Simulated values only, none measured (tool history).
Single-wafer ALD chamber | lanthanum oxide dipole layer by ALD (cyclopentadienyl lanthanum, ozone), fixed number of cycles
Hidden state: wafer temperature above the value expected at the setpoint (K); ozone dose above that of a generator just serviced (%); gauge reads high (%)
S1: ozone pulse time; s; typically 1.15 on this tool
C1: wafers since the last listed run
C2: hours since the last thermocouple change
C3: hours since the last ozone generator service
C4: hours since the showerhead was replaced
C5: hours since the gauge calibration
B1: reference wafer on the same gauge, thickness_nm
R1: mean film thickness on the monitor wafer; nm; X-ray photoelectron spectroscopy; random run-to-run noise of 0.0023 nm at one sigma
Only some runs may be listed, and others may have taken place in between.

{"run": 1, "hour": 0.0, "S1": 1.15, "C1": 0, "C2": 1327.7, "C3": 399.9, "C4": 6694.8, "C5": 167, "B1": 0.523, "R1": 0.556}
{"run": 2, "hour": 30.1, "S1": 1.15, "C1": 504, "C2": 1357.8, "C3": 430, "C4": 6724.9, "C5": 197.1, "B1": 0.524, "R1": 0.558}
{"run": 3, "hour": 44.7, "S1": 1.15, "C1": 244, "C2": 1372.4, "C3": 444.6, "C4": 6739.5, "C5": 211.7, "B1": 0.523, "R1": 0.56}
{"run": 4, "hour": 75.8, "S1": 1.15, "C1": 521, "C2": 1403.5, "C3": 475.7, "C4": 6770.6, "C5": 242.8, "B1": 0.524, "R1": 0.563}
{"run": 5, "hour": 118.7, "S1": 1.15, "C1": 719, "C2": 1446.4, "C3": 518.6, "C4": 6813.5, "C5": 285.7, "B1": 0.525, "R1": 0.56}
{"run": 6, "hour": 140.5, "S1": 0.96, "C1": 365, "C2": 1468.2, "C3": 540.4, "C4": 6835.3, "C5": 307.5, "B1": 0.525, "R1": 0.531}
{"run": 7, "hour": 154.4, "S1": 0.96, "C1": 233, "C2": 1482.1, "C3": 554.3, "C4": 6849.2, "C5": 321.4, "B1": 0.526, "R1": 0.53}
{"hour": 229.1, "done": "ozone generator serviced"}
{"hour": 233.1, "done": "gauge calibrated"}
{"run": 8, "hour": 246.6, "S1": 1.32, "C1": 1412, "C2": 1574.3, "C3": 17.5, "C4": 6941.4, "C5": 13.5, "B1": 0.515, "R1": 0.573}
{"run": 9, "hour": 282.1, "S1": 1.32, "C1": 595, "C2": 1609.8, "C3": 53, "C4": 6976.9, "C5": 49, "B1": 0.517, "R1": 0.568}
{"run": 10, "hour": 306.1, "S1": 1.32, "C1": 402, "C2": 1633.8, "C3": 77, "C4": 7000.9, "C5": 73, "B1": 0.518, "R1": 0.57}
{"run": 11, "hour": 320.3, "S1": 1.37, "C1": 238, "C2": 1648, "C3": 91.2, "C4": 7015.1, "C5": 87.2, "B1": 0.517, "R1": 0.579}
{"run": 12, "hour": 337.2, "S1": 1.15, "C1": 283, "C2": 1664.9, "C3": 108.1, "C4": 7032, "C5": 104.1, "B1": 0.518, "R1": 0.554}
{"hour": 354.2, "done": "showerhead replaced"}
{"run": 13, "hour": 360.5, "S1": 1.58, "C1": 256, "C2": 1688.2, "C3": 131.4, "C4": 6.3, "C5": 127.4, "B1": 0.519, "R1": 0.591}
{"run": 14, "hour": 389.5, "S1": 0.97, "C1": 486, "C2": 1717.2, "C3": 160.4, "C4": 35.3, "C5": 156.4, "B1": 0.518, "R1": 0.521}
{"run": 15, "hour": 421.1, "S1": 1.5, "C1": 530, "C2": 1748.8, "C3": 192, "C4": 66.9, "C5": 188, "B1": 0.519, "R1": 0.584}
{"run": 16, "hour": 438.2, "S1": 0.8, "C1": 286, "C2": 1765.9, "C3": 209.1, "C4": 84, "C5": 205.1, "B1": 0.52, "R1": 0.488}
{"hour": 466.7, "done": "thermocouple changed; heater temperature recalibrated"}
{"run": 17, "hour": 467.2, "S1": 1.15, "C1": 352, "C2": 0.5, "C3": 238.1, "C4": 113, "C5": 234.1, "B1": 0.521, "R1": 0.556}
{"run": 18, "hour": 536.7, "S1": 0.82, "C1": 1165, "C2": 70, "C3": 307.6, "C4": 182.5, "C5": 303.6, "B1": 0.522, "R1": 0.495}
{"run": 19, "hour": 551.5, "S1": 1.32, "C1": 248, "C2": 84.8, "C3": 322.4, "C4": 197.3, "C5": 318.4, "B1": 0.521, "R1": 0.57}
{"run": 20, "hour": 586.8, "S1": 1.36, "C1": 592, "C2": 120.1, "C3": 357.7, "C4": 232.6, "C5": 353.7, "B1": 0.523, "R1": 0.58}
{"run": 21, "hour": 613.1, "S1": 1.5, "C1": 441, "C2": 146.4, "C3": 384, "C4": 258.9, "C5": 380, "B1": 0.524, "R1": 0.591}

What if the next run were any one of these 4? Each begins from the tool's condition after run 21:
{"run": "A", "hour": 613.5, "S1": 1.15, "C1": 6, "C2": 146.8, "C3": 384.4, "C4": 259.3, "C5": 380.4, "B1": "?", "R1": "?"}
{"run": "B", "hour": 613.5, "S1": 1.43, "C1": 6, "C2": 146.8, "C3": 384.4, "C4": 259.3, "C5": 380.4, "B1": "?", "R1": "?"}
{"run": "C", "hour": 613.5, "S1": 1.55, "C1": 6, "C2": 146.8, "C3": 384.4, "C4": 259.3, "C5": 380.4, "B1": "?", "R1": "?"}
{"run": "D", "hour": 613.5, "S1": 1.01, "C1": 6, "C2": 146.8, "C3": 384.4, "C4": 259.3, "C5": 380.4, "B1": "?", "R1": "?"}

run=A B1=0.524 R1=0.555
run=B B1=0.524 R1=0.583
run=C B1=0.524 R1=0.59
run=D B1=0.524 R1=0.535
With the hidden condition removed and each run's random variation left untouched, the same runs would have given:
run=A R1=0.547
run=B R1=0.574
run=C R1=0.582
run=D R1=0.527

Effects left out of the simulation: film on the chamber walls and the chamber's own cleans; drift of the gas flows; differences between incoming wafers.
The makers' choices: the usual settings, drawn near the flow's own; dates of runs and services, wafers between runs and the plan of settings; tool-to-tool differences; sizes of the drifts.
